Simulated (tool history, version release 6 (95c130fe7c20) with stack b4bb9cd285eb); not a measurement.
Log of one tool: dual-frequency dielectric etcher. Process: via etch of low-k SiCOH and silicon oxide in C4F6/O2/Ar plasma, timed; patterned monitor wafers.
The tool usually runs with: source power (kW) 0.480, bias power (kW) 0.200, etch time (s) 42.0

run   hour  source power (kW)  bias power (kW)  etch time (s)  wafers since the last listed run  hours since the last wet clean  hours since the last source power generator calibration  hours since the last bias power generator calibration  hours since the last upper electrode change  hours since the gauge calibration  read-back reference wafer on the same gauge, depth_nm  mean etch depth across the wafer (nm)
  1    0.0              0.480            0.200           42.0                                 0                           164.1                                                   3980.7                                                 4922.0                                       4333.8                              164.3                                                   91.4                                  109.3
  2   26.4              0.480            0.200           42.0                               309                           190.5                                                   4007.1                                                 4948.4                                       4360.2                              190.7                                                   91.2                                  108.4
  3   48.8              0.480            0.200           42.0                               262                           212.9                                                   4029.5                                                 4970.8                                       4382.6                              213.1                                                   91.2                                  108.3
  4   70.5              0.480            0.200           42.0                               254                           234.6                                                   4051.2                                                 4992.5                                       4404.3                              234.8                                                   91.0                                  108.8
  5  102.3              0.480            0.228           42.0                               372                           266.4                                                   4083.0                                                 5024.3                                       4436.1                              266.6                                                   90.8                                  113.6
  6  126.3              0.480            0.228           42.0                               281                           290.4                                                   4107.0                                                 5048.3                                       4460.1                              290.6                                                   90.8                                  113.3
  7  155.9              0.480            0.228           42.0                               346                           320.0                                                   4136.6                                                 5077.9                                       4489.7                              320.2                                                   90.7                                  113.6
     228.8  -- wet clean of the chamber
  8  233.3              0.480            0.200           42.0                               625                             4.5                                                   4214.0                                                 5155.3                                       4567.1                              397.6                                                   90.4                                  109.1
  9  261.4              0.480            0.200           42.0                               329                            32.6                                                   4242.1                                                 5183.4                                       4595.2                              425.7                                                   90.3                                  108.4
 10  297.3              0.400            0.200           42.0                               420                            68.5                                                   4278.0                                                 5219.3                                       4631.1                              461.6                                                   90.4                                  100.6
     332.9  -- upper electrode replaced
 11  333.4              0.480            0.200           42.0                               141                           104.6                                                   4314.1                                                 5255.4                                          0.5                              497.7                                                   90.2                                  108.1
 12  339.2              0.480            0.200           39.0                                67                           110.4                                                   4319.9                                                 5261.2                                          6.3                              503.5                                                   90.2                                  100.3
     361.7  -- bias power generator calibrated
 13  374.5              0.480            0.200           39.0                               366                           145.7                                                   4355.2                                                   12.8                                         41.6                              538.8                                                   90.0                                  100.2
 14  395.6              0.480            0.230           42.0                               247                           166.8                                                   4376.3                                                   33.9                                         62.7                              559.9                                                   90.0                                  112.8
 15  425.0              0.580            0.200           42.0                               344                           196.2                                                   4405.7                                                   63.3                                         92.1                              589.3                                                   90.1                                  116.1
 16  440.9              0.480            0.200           42.0                               186                           212.1                                                   4421.6                                                   79.2                                        108.0                              605.2                                                   90.1                                  107.7
 17  467.0              0.480            0.165           54.0                               305                           238.2                                                   4447.7                                                  105.3                                        134.1                              631.3                                                   90.2                                  128.0
     518.2  -- source power generator calibrated
 18  541.4              0.390            0.250           42.0                               824                           312.6                                                     23.2                                                  179.7                                        208.5                              705.7                                                   89.9                                  107.8
     564.1  -- gauge calibrated
 19  567.4              0.540            0.200           42.0                               304                           338.6                                                     49.2                                                  205.7                                        234.5                                3.3                                                   93.2                                  116.4
     606.1  -- wet clean of the chamber
 20  606.6              0.480            0.200           42.0                               178                             0.5                                                     88.4                                                  244.9                                        273.7                               42.5                                                   92.7                                  111.3
 21  630.2              0.480            0.171           37.5                               276                            24.1                                                    112.0                                                  268.5                                        297.3                               66.1                                                   92.5                                   93.3
 22  665.3              0.480            0.223           47.0                               411                            59.2                                                    147.1                                                  303.6                                        332.4                              101.2                                                   92.2                                  128.2
 23  706.0              0.520            0.162           37.5                               476                            99.9                                                    187.8                                                  344.3                                        373.1                              141.9                                                   92.0                                   93.9
 24  724.1              0.480            0.200           42.0                               212                           118.0                                                    205.9                                                  362.4                                        391.2                              160.0                                                   91.7                                  110.1
 25  741.0              0.480            0.200           42.0                               197                           134.9                                                    222.8                                                  379.3                                        408.1                              176.9                                                   91.8                                  109.6
 26  763.3              0.480            0.200           42.0                               261                           157.2                                                    245.1                                                  401.6                                        430.4                              199.2                                                   91.6                                  109.2

How the hidden state differs across the entries between the runs, from the last listed run before each to the first after it:
Run 7 -> run 8: wet clean of the chamber (hour 228.8)
  gauge reads high (%): -2.49 -> -2.75
  measured less the result without the state, mean etch depth across the wafer (nm): -2.9 -> -3.1
Run 10 -> run 11: upper electrode replaced (hour 332.9)
  gauge reads high (%): -2.91 -> -2.99
  measured less the result without the state, mean etch depth across the wafer (nm): -3.0 -> -3.3
Run 12 -> run 13: bias power generator calibrated (hour 361.7)
  gauge reads high (%): -3 -> -3.06
  measured less the result without the state, mean etch depth across the wafer (nm): -3.1 -> -3.1
Run 17 -> run 18: source power generator calibrated (hour 518.2)
  gauge reads high (%): -3.2 -> -3.27
  measured less the result without the state, mean etch depth across the wafer (nm): -4.2 -> -3.6
Run 18 -> run 19: gauge calibrated (hour 564.1)
  gauge reads high (%): -3.27 -> 0.185
  measured less the result without the state, mean etch depth across the wafer (nm): -3.6 -> +0.3
Run 19 -> run 20: wet clean of the chamber (hour 606.1)
  gauge reads high (%): 0.185 -> -0.269
  measured less the result without the state, mean etch depth across the wafer (nm): +0.3 -> -0.3

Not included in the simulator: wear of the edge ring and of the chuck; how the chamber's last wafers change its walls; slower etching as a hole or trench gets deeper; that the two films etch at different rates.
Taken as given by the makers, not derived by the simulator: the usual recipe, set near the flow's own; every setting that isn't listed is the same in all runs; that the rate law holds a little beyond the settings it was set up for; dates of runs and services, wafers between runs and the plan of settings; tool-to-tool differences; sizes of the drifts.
